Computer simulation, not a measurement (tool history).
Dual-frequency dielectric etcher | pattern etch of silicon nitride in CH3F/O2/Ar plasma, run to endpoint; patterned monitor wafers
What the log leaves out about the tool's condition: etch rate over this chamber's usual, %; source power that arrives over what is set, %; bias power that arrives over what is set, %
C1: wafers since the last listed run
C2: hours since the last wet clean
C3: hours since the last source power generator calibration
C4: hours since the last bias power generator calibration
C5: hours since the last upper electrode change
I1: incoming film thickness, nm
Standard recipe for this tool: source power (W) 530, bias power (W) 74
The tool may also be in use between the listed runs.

run 1 hour=0 | source_power_(W)=480 bias_power_(W)=74 | C1=0 C2=318.5 C3=4029.8 C4=4731.6 C5=5670.3 | I1=33.87 | endpoint_time_(s)=44.1
run 2 hour=13.1 | source_power_(W)=480 bias_power_(W)=74 | C1=103 C2=331.6 C3=4042.9 C4=4744.7 C5=5683.4 | I1=33.59 | endpoint_time_(s)=43.9
run 3 hour=23.8 | source_power_(W)=530 bias_power_(W)=74 | C1=84 C2=342.3 C3=4053.6 C4=4755.4 C5=5694.1 | I1=33.81 | endpoint_time_(s)=42.7
run 4 hour=38.4 | source_power_(W)=530 bias_power_(W)=74 | C1=115 C2=356.9 C3=4068.2 C4=4770 C5=5708.7 | I1=33.67 | endpoint_time_(s)=42.6
run 5 hour=51.2 | source_power_(W)=530 bias_power_(W)=74 | C1=100 C2=369.7 C3=4081 C4=4782.8 C5=5721.5 | I1=34.16 | endpoint_time_(s)=43.5
run 6 hour=60.3 | source_power_(W)=530 bias_power_(W)=74 | C1=71 C2=378.8 C3=4090.1 C4=4791.9 C5=5730.6 | I1=33.73 | endpoint_time_(s)=42.7
run 7 hour=69.3 | source_power_(W)=530 bias_power_(W)=74 | C1=70 C2=387.8 C3=4099.1 C4=4800.9 C5=5739.6 | I1=34.05 | endpoint_time_(s)=43.3
-- hour=84.8 source power generator calibrated
run 8 hour=85.3 | source_power_(W)=530 bias_power_(W)=81 | C1=94 C2=403.8 C3=0.5 C4=4816.9 C5=5755.6 | I1=33.99 | endpoint_time_(s)=42
-- hour=89.5 bias power generator calibrated
run 9 hour=97.2 | source_power_(W)=530 bias_power_(W)=65 | C1=62 C2=415.7 C3=12.4 C4=7.7 C5=5767.5 | I1=33.85 | endpoint_time_(s)=44.5
run 10 hour=109.8 | source_power_(W)=530 bias_power_(W)=65 | C1=99 C2=428.3 C3=25 C4=20.3 C5=5780.1 | I1=33.95 | endpoint_time_(s)=44.9
run 11 hour=125 | source_power_(W)=530 bias_power_(W)=65 | C1=119 C2=443.5 C3=40.2 C4=35.5 C5=5795.3 | I1=33.75 | endpoint_time_(s)=44.6
run 12 hour=136.4 | source_power_(W)=440 bias_power_(W)=74 | C1=89 C2=454.9 C3=51.6 C4=46.9 C5=5806.7 | I1=33.9 | endpoint_time_(s)=45.7
run 13 hour=148.3 | source_power_(W)=530 bias_power_(W)=74 | C1=93 C2=466.8 C3=63.5 C4=58.8 C5=5818.6 | I1=34.03 | endpoint_time_(s)=43.3
run 14 hour=160.6 | source_power_(W)=530 bias_power_(W)=68 | C1=96 C2=479.1 C3=75.8 C4=71.1 C5=5830.9 | I1=33.58 | endpoint_time_(s)=44
-- hour=189.2 upper electrode replaced
-- hour=200.3 wet clean of the chamber
run 15 hour=200.8 | source_power_(W)=590 bias_power_(W)=74 | C1=40 C2=0.5 C3=116 C4=111.3 C5=11.6 | I1=33.86 | endpoint_time_(s)=40.8
run 16 hour=201.1 | source_power_(W)=580 bias_power_(W)=74 | C1=2 C2=0.8 C3=116.3 C4=111.6 C5=11.9 | I1=34.02 | endpoint_time_(s)=41.3
run 17 hour=201.4 | source_power_(W)=440 bias_power_(W)=62 | C1=2 C2=1.1 C3=116.6 C4=111.9 C5=12.2 | I1=34.08 | endpoint_time_(s)=47.2
run 18 hour=207.2 | source_power_(W)=530 bias_power_(W)=74 | C1=45 C2=6.9 C3=122.4 C4=117.7 C5=18 | I1=33.81 | endpoint_time_(s)=42.2
run 19 hour=216.4 | source_power_(W)=610 bias_power_(W)=89 | C1=72 C2=16.1 C3=131.6 C4=126.9 C5=27.2 | I1=33.97 | endpoint_time_(s)=38.7
run 20 hour=231.6 | source_power_(W)=640 bias_power_(W)=62 | C1=119 C2=31.3 C3=146.8 C4=142.1 C5=42.4 | I1=33.9 | endpoint_time_(s)=42.1
run 21 hour=241.7 | source_power_(W)=470 bias_power_(W)=84 | C1=79 C2=41.4 C3=156.9 C4=152.2 C5=52.5 | I1=34.07 | endpoint_time_(s)=42.5
run 22 hour=256.8 | source_power_(W)=530 bias_power_(W)=74 | C1=118 C2=56.5 C3=172 C4=167.3 C5=67.6 | I1=34.14 | endpoint_time_(s)=42.6
run 23 hour=265.9 | source_power_(W)=600 bias_power_(W)=74 | C1=71 C2=65.6 C3=181.1 C4=176.4 C5=76.7 | I1=34.19 | endpoint_time_(s)=41.2
run 24 hour=272.8 | source_power_(W)=650 bias_power_(W)=59 | C1=54 C2=72.5 C3=188 C4=183.3 C5=83.6 | I1=34.01 | endpoint_time_(s)=42.4

3 ways to go on from here, each from the tool as it stands after run 24. What would each give?
run A hour=273.2 | source_power_(W)=530 bias_power_(W)=88 | C1=3 C2=72.9 C3=188.4 C4=183.7 C5=84 | I1=34.03 | endpoint_time_(s)=?
run B hour=273.2 | source_power_(W)=660 bias_power_(W)=74 | C1=3 C2=72.9 C3=188.4 C4=183.7 C5=84 | I1=34.03 | endpoint_time_(s)=?
run C hour=273.2 | source_power_(W)=460 bias_power_(W)=91 | C1=3 C2=72.9 C3=188.4 C4=183.7 C5=84 | I1=34.03 | endpoint_time_(s)=?

run=A endpoint_time_(s)=40.5
run=B endpoint_time_(s)=39.8
run=C endpoint_time_(s)=41.8
Had the tool no hidden state, the same runs would have come out as:
run=A endpoint_time_(s)=40.4
run=B endpoint_time_(s)=39.7
run=C endpoint_time_(s)=41.7
